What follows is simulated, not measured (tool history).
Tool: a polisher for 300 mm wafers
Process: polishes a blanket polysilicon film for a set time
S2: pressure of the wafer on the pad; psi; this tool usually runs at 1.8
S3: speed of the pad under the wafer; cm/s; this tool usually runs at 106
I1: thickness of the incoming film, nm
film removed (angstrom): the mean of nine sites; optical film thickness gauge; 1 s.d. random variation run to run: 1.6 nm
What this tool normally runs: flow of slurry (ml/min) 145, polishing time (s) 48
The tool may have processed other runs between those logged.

{"run": 1, "hour": 0.0, "flow of slurry (ml/min)": 145, "S2": 1.8, "S3": 106, "polishing time (s)": 48, "I1": 1201.8, "film removed (angstrom)": 2322}
{"run": 2, "hour": 17.5, "flow of slurry (ml/min)": 145, "S2": 1.8, "S3": 106, "polishing time (s)": 48, "I1": 1180.2, "film removed (angstrom)": 2294}
{"run": 3, "hour": 52.6, "flow of slurry (ml/min)": 145, "S2": 1.8, "S3": 106, "polishing time (s)": 48, "I1": 1200.6, "film removed (angstrom)": 2245}
{"run": 4, "hour": 88.4, "flow of slurry (ml/min)": 145, "S2": 2.3, "S3": 106, "polishing time (s)": 48, "I1": 1198.0, "film removed (angstrom)": 2806}
{"hour": 146.2, "done": "worn pad replaced by a new one"}
{"run": 5, "hour": 175.6, "flow of slurry (ml/min)": 145, "S2": 2.3, "S3": 106, "polishing time (s)": 48, "I1": 1216.2, "film removed (angstrom)": 2963}
{"hour": 186.1, "done": "slurry nozzle cleaned"}
{"run": 6, "hour": 198.7, "flow of slurry (ml/min)": 145, "S2": 2.3, "S3": 118, "polishing time (s)": 48, "I1": 1203.4, "film removed (angstrom)": 3201}
{"run": 7, "hour": 224.8, "flow of slurry (ml/min)": 145, "S2": 2.3, "S3": 118, "polishing time (s)": 48, "I1": 1210.1, "film removed (angstrom)": 3158}
{"run": 8, "hour": 260.5, "flow of slurry (ml/min)": 145, "S2": 1.6, "S3": 106, "polishing time (s)": 48, "I1": 1205.9, "film removed (angstrom)": 1964}
{"hour": 269.5, "done": "head pressure recalibrated"}
{"run": 9, "hour": 292.7, "flow of slurry (ml/min)": 145, "S2": 1.6, "S3": 106, "polishing time (s)": 48, "I1": 1193.0, "film removed (angstrom)": 1957}
{"hour": 297.1, "done": "worn pad replaced by a new one, of another model than before"}
{"run": 10, "hour": 315.8, "flow of slurry (ml/min)": 145, "S2": 1.8, "S3": 106, "polishing time (s)": 36, "I1": 1219.5, "film removed (angstrom)": 1736}
{"run": 11, "hour": 339.0, "flow of slurry (ml/min)": 145, "S2": 1.8, "S3": 106, "polishing time (s)": 43, "I1": 1205.2, "film removed (angstrom)": 2028}
{"run": 12, "hour": 372.7, "flow of slurry (ml/min)": 145, "S2": 1.8, "S3": 106, "polishing time (s)": 43, "I1": 1199.7, "film removed (angstrom)": 2050}
{"run": 13, "hour": 388.6, "flow of slurry (ml/min)": 145, "S2": 2.3, "S3": 106, "polishing time (s)": 48, "I1": 1194.5, "film removed (angstrom)": 2612}
{"run": 14, "hour": 411.5, "flow of slurry (ml/min)": 145, "S2": 1.8, "S3": 76, "polishing time (s)": 48, "I1": 1208.1, "film removed (angstrom)": 1928}
{"run": 15, "hour": 437.7, "flow of slurry (ml/min)": 145, "S2": 1.5, "S3": 132, "polishing time (s)": 48, "I1": 1223.0, "film removed (angstrom)": 2146}
{"hour": 455.9, "done": "worn pad replaced by a new one"}
{"run": 16, "hour": 456.6, "flow of slurry (ml/min)": 145, "S2": 1.8, "S3": 106, "polishing time (s)": 48, "I1": 1217.7, "film removed (angstrom)": 2340}
{"run": 17, "hour": 487.3, "flow of slurry (ml/min)": 130, "S2": 1.5, "S3": 144, "polishing time (s)": 36, "I1": 1187.2, "film removed (angstrom)": 1756}
{"hour": 507.8, "done": "slurry nozzle cleaned"}
{"run": 18, "hour": 513.5, "flow of slurry (ml/min)": 145, "S2": 1.2, "S3": 106, "polishing time (s)": 48, "I1": 1213.5, "film removed (angstrom)": 1756}
{"run": 19, "hour": 526.5, "flow of slurry (ml/min)": 125, "S2": 1.4, "S3": 118, "polishing time (s)": 32, "I1": 1174.6, "film removed (angstrom)": 1336}
{"hour": 538.3, "done": "head pressure recalibrated"}
{"run": 20, "hour": 633.4, "flow of slurry (ml/min)": 100, "S2": 1.6, "S3": 130, "polishing time (s)": 42, "I1": 1196.9, "film removed (angstrom)": 1797}
{"hour": 641.8, "done": "worn pad replaced by a new one"}
{"run": 21, "hour": 656.8, "flow of slurry (ml/min)": 130, "S2": 1.3, "S3": 134, "polishing time (s)": 54, "I1": 1207.7, "film removed (angstrom)": 2325}
{"run": 22, "hour": 685.9, "flow of slurry (ml/min)": 190, "S2": 2.3, "S3": 74, "polishing time (s)": 48, "I1": 1206.0, "film removed (angstrom)": 2424}
{"run": 23, "hour": 782.1, "flow of slurry (ml/min)": 115, "S2": 1.4, "S3": 76, "polishing time (s)": 58, "I1": 1180.8, "film removed (angstrom)": 1888}
{"hour": 794.7, "done": "worn pad replaced by a new one"}
{"run": 24, "hour": 797.9, "flow of slurry (ml/min)": 145, "S2": 1.8, "S3": 106, "polishing time (s)": 48, "I1": 1201.6, "film removed (angstrom)": 2356}
{"run": 25, "hour": 818.1, "flow of slurry (ml/min)": 165, "S2": 1.8, "S3": 92, "polishing time (s)": 31, "I1": 1205.2, "film removed (angstrom)": 1438}

Forecast each of these 5 alternatives for the next run:
{"run": "A", "hour": 818.5, "flow of slurry (ml/min)": 145, "S2": 1.8, "S3": 144, "polishing time (s)": 48, "I1": 1178.2, "film removed (angstrom)": "?"}
{"run": "B", "hour": 818.5, "flow of slurry (ml/min)": 125, "S2": 2.2, "S3": 70, "polishing time (s)": 48, "I1": 1178.2, "film removed (angstrom)": "?"}
{"run": "C", "hour": 818.5, "flow of slurry (ml/min)": 170, "S2": 1.5, "S3": 120, "polishing time (s)": 55, "I1": 1178.2, "film removed (angstrom)": "?"}
{"run": "D", "hour": 818.5, "flow of slurry (ml/min)": 145, "S2": 2.1, "S3": 106, "polishing time (s)": 64, "I1": 1178.2, "film removed (angstrom)": "?"}
{"run": "E", "hour": 818.5, "flow of slurry (ml/min)": 145, "S2": 1.3, "S3": 106, "polishing time (s)": 48, "I1": 1178.2, "film removed (angstrom)": "?"}

run=A film_removed_(angstrom)=2699
run=B film_removed_(angstrom)=2209
run=C film_removed_(angstrom)=2555
run=D film_removed_(angstrom)=3443
run=E film_removed_(angstrom)=1884
Had the tool no hidden state, the same runs would have come out as:
run=A film_removed_(angstrom)=2747
run=B film_removed_(angstrom)=2249
run=C film_removed_(angstrom)=2600
run=D film_removed_(angstrom)=3505
run=E film_removed_(angstrom)=1918
